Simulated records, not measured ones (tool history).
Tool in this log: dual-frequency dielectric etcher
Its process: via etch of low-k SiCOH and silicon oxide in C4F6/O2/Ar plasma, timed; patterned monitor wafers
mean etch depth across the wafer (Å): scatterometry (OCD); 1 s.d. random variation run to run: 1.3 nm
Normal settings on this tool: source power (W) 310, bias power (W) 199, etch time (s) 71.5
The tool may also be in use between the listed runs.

| run | hour | source power (W) | bias power (W) | etch time (s) | wafers since the last listed run | hours since the last wet clean | hours since the last source power generator calibration | hours since the last bias power generator calibration | hours since the last upper electrode change | hours since the gauge calibration | read-back reference wafer on the same gauge, depth_nm | mean etch depth across the wafer (Å) |
|---|---|---|---|---|---|---|---|---|---|---|---|---|
| 1 | 0 | 310 | 199 | 71.5 | 0 | 251.6 | 2441.2 | 4147.1 | 4218.1 | 368.7 | 202.4 | 2028 |
| 2 | 34.1 | 310 | 199 | 71.5 | 546 | 285.7 | 2475.3 | 4181.2 | 4252.2 | 402.8 | 202 | 2019 |
| 3 | 52.1 | 310 | 199 | 71.5 | 288 | 303.7 | 2493.3 | 4199.2 | 4270.2 | 420.8 | 202.2 | 2009 |
| 4 | 80.3 | 310 | 199 | 71.5 | 452 | 331.9 | 2521.5 | 4227.4 | 4298.4 | 449 | 201.9 | 2049 |
| 5 | 99.8 | 310 | 199 | 71.5 | 312 | 351.4 | 2541 | 4246.9 | 4317.9 | 468.5 | 202.6 | 2053 |
| 6 | 142.8 | 310 | 199 | 71.5 | 689 | 394.4 | 2584 | 4289.9 | 4360.9 | 511.5 | 201.7 | 2033 |
| 7 | 175 | 310 | 199 | 71.5 | 516 | 426.6 | 2616.2 | 4322.1 | 4393.1 | 543.7 | 201.8 | 2020 |
| 8 | 207.6 | 310 | 188 | 71.5 | 522 | 459.2 | 2648.8 | 4354.7 | 4425.7 | 576.3 | 201.5 | 2003 |
| 9 | 238.3 | 310 | 188 | 71.5 | 492 | 489.9 | 2679.5 | 4385.4 | 4456.4 | 607 | 201.4 | 2025 |
|  | 262.6 | bias power generator calibrated |
|  | 268.9 | wet clean of the chamber |
| 10 | 269.4 | 310 | 199 | 71.5 | 333 | 0.5 | 2710.6 | 6.8 | 4487.5 | 638.1 | 201.4 | 2075 |
| 11 | 302.3 | 310 | 199 | 59 | 527 | 33.4 | 2743.5 | 39.7 | 4520.4 | 671 | 202.6 | 1752 |
|  | 313.7 | gauge calibrated |
| 12 | 329.3 | 310 | 199 | 71.5 | 432 | 60.4 | 2770.5 | 66.7 | 4547.4 | 15.6 | 202.8 | 2104 |
| 13 | 366.5 | 310 | 199 | 71.5 | 596 | 97.6 | 2807.7 | 103.9 | 4584.6 | 52.8 | 202 | 2123 |
| 14 | 399.1 | 260 | 199 | 71.5 | 522 | 130.2 | 2840.3 | 136.5 | 4617.2 | 85.4 | 202.3 | 1966 |
|  | 428 | source power generator calibrated |
|  | 432.3 | wet clean of the chamber, repeated, since the last time left the tool worse |
| 15 | 434.1 | 290 | 237 | 60.5 | 428 | 1.8 | 6.1 | 171.5 | 4652.2 | 120.4 | 201.7 | 1697 |
|  | 466 | upper electrode replaced |
| 16 | 466.5 | 310 | 199 | 87.5 | 134 | 34.2 | 38.5 | 203.9 | 0.5 | 152.8 | 202.3 | 2435 |
| 17 | 480.2 | 310 | 199 | 71.5 | 219 | 47.9 | 52.2 | 217.6 | 14.2 | 166.5 | 201.6 | 1983 |
| 18 | 506.5 | 310 | 199 | 71.5 | 421 | 74.2 | 78.5 | 243.9 | 40.5 | 192.8 | 202 | 2000 |
| 19 | 526.5 | 250 | 199 | 71.5 | 320 | 94.2 | 98.5 | 263.9 | 60.5 | 212.8 | 202.5 | 1839 |
| 20 | 550.6 | 260 | 241 | 71.5 | 386 | 118.3 | 122.6 | 288 | 84.6 | 236.9 | 201.7 | 1958 |
| 21 | 578.3 | 310 | 233 | 71.5 | 444 | 146 | 150.3 | 315.7 | 112.3 | 264.6 | 201.9 | 2084 |
| 22 | 605.9 | 390 | 237 | 51.5 | 442 | 173.6 | 177.9 | 343.3 | 139.9 | 292.2 | 202.2 | 1648 |
| 23 | 618.8 | 310 | 199 | 71.5 | 206 | 186.5 | 190.8 | 356.2 | 152.8 | 305.1 | 202.3 | 2004 |
| 24 | 639.1 | 360 | 227 | 85.5 | 325 | 206.8 | 211.1 | 376.5 | 173.1 | 325.4 | 202 | 2617 |
| 25 | 669.2 | 310 | 199 | 71.5 | 482 | 236.9 | 241.2 | 406.6 | 203.2 | 355.5 | 201.9 | 2009 |
| 26 | 703.6 | 310 | 199 | 71.5 | 551 | 271.3 | 275.6 | 441 | 237.6 | 389.9 | 201.5 | 2000 |
| 27 | 725.7 | 230 | 215 | 71.5 | 354 | 293.4 | 297.7 | 463.1 | 259.7 | 412 | 201.9 | 1819 |
| 28 | 748 | 310 | 166 | 71.5 | 357 | 315.7 | 320 | 485.4 | 282 | 434.3 | 201.9 | 1937 |
| 29 | 764.7 | 340 | 150 | 91.5 | 267 | 332.4 | 336.7 | 502.1 | 298.7 | 451 | 202 | 2543 |

Here are 3 independent what-if runs from the current tool condition. What would each one return?
| A | 765.1 | 310 | 199 | 57 | 6 | 332.8 | 337.1 | 502.5 | 299.1 | 451.4 | ? | ? |
| B | 765.1 | 250 | 199 | 86.5 | 6 | 332.8 | 337.1 | 502.5 | 299.1 | 451.4 | ? | ? |
| C | 765.1 | 310 | 199 | 59.5 | 6 | 332.8 | 337.1 | 502.5 | 299.1 | 451.4 | ? | ? |

| run | read-back reference wafer on the same gauge, depth_nm | mean etch depth across the wafer (Å) |
|---|---|---|
| A | 202.1 | 1602 |
| B | 202.1 | 2228 |
| C | 202.1 | 1672 |
With no hidden state in the tool, these same runs would have given:
| run | mean etch depth across the wafer (Å) |
|---|---|
| A | 1564 |
| B | 2176 |
| C | 1633 |
